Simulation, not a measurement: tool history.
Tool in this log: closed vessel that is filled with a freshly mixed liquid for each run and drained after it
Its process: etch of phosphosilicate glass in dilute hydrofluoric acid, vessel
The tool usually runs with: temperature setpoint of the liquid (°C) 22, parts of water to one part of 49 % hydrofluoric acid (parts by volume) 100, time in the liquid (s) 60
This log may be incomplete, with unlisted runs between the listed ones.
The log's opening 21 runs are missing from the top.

run	day	temperature setpoint of the liquid (°C)	parts of water to one part of 49 % hydrofluoric acid (parts by volume)	time in the liquid (s)	read-back film thickness of the phosphosilicate glass reference wafer, read on the same gauge (nm)	thickness taken off the phosphosilicate glass on a monitor wafer (nm)
22	53.079	22	100	60	130.06	107.63
# day 53.146: hydrofluoric acid flow meter replaced
23	56.392	22	75	80	129.99	183.71
24	59.079	19	75	60	129.98	123.45
25	61.108	22	135	60	129.99	73.27
26	63.2	24.5	150	60	129.95	72.46
27	65.8	26	100	60	129.99	120.82
28	68.733	22	85	60	129.98	124.41
# day 68.812: thermometer replaced
29	70.746	19	140	60	129.97	62.92
30	73.617	22	125	70	129.98	93.35
31	76.512	22	150	60	129.94	65.66
32	78.254	20	100	75	130.01	123.62

Branching from run 32: 4 alternative next runs. What would each branch give?
A	78.283	18.5	100	60	?	?
B	78.283	24.5	60	60	?	?
C	78.283	22	100	75	?	?
D	78.283	24	140	45	?	?

run	read-back film thickness of the phosphosilicate glass reference wafer, read on the same gauge (nm)	thickness taken off the phosphosilicate glass on a monitor wafer (nm)
A	129.99	89.27
B	129.99	199.6
C	129.99	128.83
D	129.99	57.09
With the hidden condition removed and each run's random variation left untouched, the same runs would have given:
run	thickness taken off the phosphosilicate glass on a monitor wafer (nm)
A	86.71
B	194.01
C	125.11
D	55.38
